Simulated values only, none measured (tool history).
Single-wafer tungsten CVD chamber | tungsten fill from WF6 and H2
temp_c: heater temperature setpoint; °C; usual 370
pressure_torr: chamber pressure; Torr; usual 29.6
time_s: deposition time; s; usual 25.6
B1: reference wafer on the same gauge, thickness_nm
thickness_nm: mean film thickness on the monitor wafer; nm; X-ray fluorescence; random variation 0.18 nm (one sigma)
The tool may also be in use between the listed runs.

Run 1, hour 0: usual settings; B1 39.477. Result: thickness_nm 40.682 nm.
Run 2, hour 15: usual settings but temp_c 360 °C, time_s 23.3 s; B1 39.518. Result: thickness_nm 29.009 nm.
Run 3, hour 44.8: usual settings but temp_c 360 °C, time_s 23.3 s; B1 39.555. Result: thickness_nm 28.624 nm.
Run 4, hour 57.5: usual settings but pressure_torr 31.1 Torr; B1 39.517. Result: thickness_nm 41.039 nm.
At hour 58.1: gauge calibrated.
Run 5, hour 84.4: usual settings but pressure_torr 31.1 Torr; B1 39.5. Result: thickness_nm 41.37 nm.
Run 6, hour 98.7: usual settings but temp_c 375 °C, pressure_torr 27.2 Torr; B1 39.55. Result: thickness_nm 43.826 nm.
Run 7, hour 124: usual settings but temp_c 375 °C, pressure_torr 27.2 Torr; B1 39.436. Result: thickness_nm 44.315 nm.
Run 8, hour 152.7: usual settings but temp_c 375 °C, pressure_torr 27.2 Torr; B1 39.507. Result: thickness_nm 44.193 nm.
At hour 163.6: showerhead replaced.
Run 9, hour 164.9: usual settings; B1 39.518. Result: thickness_nm 40.356 nm.
Run 10, hour 181.2: usual settings but temp_c 380 °C, pressure_torr 27 Torr; B1 39.444. Result: thickness_nm 49.417 nm.
At hour 189.5: capacitance manometer re-zeroed and calibrated.
Run 11, hour 282.7: usual settings but temp_c 379 °C, pressure_torr 34.6 Torr, time_s 22.2 s; B1 39.48. Result: thickness_nm 47.392 nm.
Run 12, hour 295: usual settings but temp_c 358 °C, time_s 22.5 s; B1 39.524. Result: thickness_nm 27.187 nm.
Run 13, hour 319.1: usual settings but temp_c 378 °C, time_s 27.7 s; B1 39.409. Result: thickness_nm 54.643 nm.
Run 14, hour 349.6: usual settings but temp_c 379 °C, pressure_torr 34.6 Torr, time_s 22.2 s; B1 39.544. Result: thickness_nm 47.046 nm.
Run 15, hour 370.5: usual settings but temp_c 380 °C; B1 39.611. Result: thickness_nm 51.768 nm.
Run 16, hour 391.5: usual settings but temp_c 381 °C, time_s 21.5 s; B1 39.492. Result: thickness_nm 45.133 nm.
Run 17, hour 426.6: usual settings but temp_c 366 °C, pressure_torr 36.1 Torr, time_s 22.7 s; B1 39.485. Result: thickness_nm 35.699 nm.
Run 18, hour 443.3: usual settings but temp_c 380 °C, pressure_torr 36.3 Torr; B1 39.518. Result: thickness_nm 56.231 nm.
At hour 480.9: thermocouple changed; heater temperature recalibrated.
Run 19, hour 481.4: usual settings but temp_c 360 °C, time_s 23.3 s; B1 39.545. Result: thickness_nm 29.558 nm.
Run 20, hour 508.5: usual settings; B1 39.506. Result: thickness_nm 41.008 nm.
Run 21, hour 521.7: usual settings but temp_c 382 °C, pressure_torr 25 Torr; B1 39.592. Result: thickness_nm 51.08 nm.
Run 22, hour 541.5: usual settings; B1 39.432. Result: thickness_nm 41.175 nm.
Run 23, hour 554.2: usual settings; B1 39.541. Result: thickness_nm 41.044 nm.
Run 24, hour 579.8: usual settings but temp_c 359 °C, pressure_torr 26.4 Torr, time_s 23 s; B1 39.455. Result: thickness_nm 27.09 nm.
Run 25, hour 614.4: usual settings but temp_c 355 °C, pressure_torr 36 Torr, time_s 21.2 s; B1 39.509. Result: thickness_nm 24.944 nm.
Run 26, hour 647.7: usual settings; B1 39.517. Result: thickness_nm 41.309 nm.
Run 27, hour 661.7: usual settings; B1 39.471. Result: thickness_nm 40.955 nm.
Run 28, hour 676.3: usual settings but time_s 22.1 s; B1 39.502. Result: thickness_nm 35.56 nm.
Run 29, hour 709.3: usual settings but temp_c 362 °C, time_s 28.5 s; B1 39.482. Result: thickness_nm 37.385 nm.
Run 30, hour 724: usual settings but temp_c 361 °C; B1 39.528. Result: thickness_nm 32.568 nm.
Run 31, hour 739: usual settings; B1 39.474. Result: thickness_nm 41.292 nm.
Run 32, hour 766.2: usual settings but time_s 24.2 s; B1 39.52. Result: thickness_nm 38.655 nm.
Run 33, hour 793.2: usual settings; B1 39.409. Result: thickness_nm 40.883 nm.

Forecast each of these 5 alternatives for the next run:
Run A, hour 793.6: usual settings but temp_c 357 °C; B1 ?. Result: thickness_nm ?.
Run B, hour 793.6: usual settings but pressure_torr 36.6 Torr; B1 ?. Result: thickness_nm ?.
Run C, hour 793.6: usual settings but temp_c 362 °C, pressure_torr 26.6 Torr, time_s 23.8 s; B1 ?. Result: thickness_nm ?.
Run D, hour 793.6: usual settings but temp_c 380 °C, pressure_torr 23.8 Torr, time_s 22.9 s; B1 ?. Result: thickness_nm ?.
Run E, hour 793.6: usual settings but temp_c 364 °C, pressure_torr 22.6 Torr, time_s 21.6 s; B1 ?. Result: thickness_nm ?.

run      B1  thickness_nm
  A  39.511        29.552
  B  39.511        44.164
  C  39.511        29.986
  D  39.511        42.765
  E  39.511        27.016
Without the tool's hidden state the same runs would have given:
run  thickness_nm
  A        30.026
  B        44.862
  C        30.467
  D        43.453
  E        27.454

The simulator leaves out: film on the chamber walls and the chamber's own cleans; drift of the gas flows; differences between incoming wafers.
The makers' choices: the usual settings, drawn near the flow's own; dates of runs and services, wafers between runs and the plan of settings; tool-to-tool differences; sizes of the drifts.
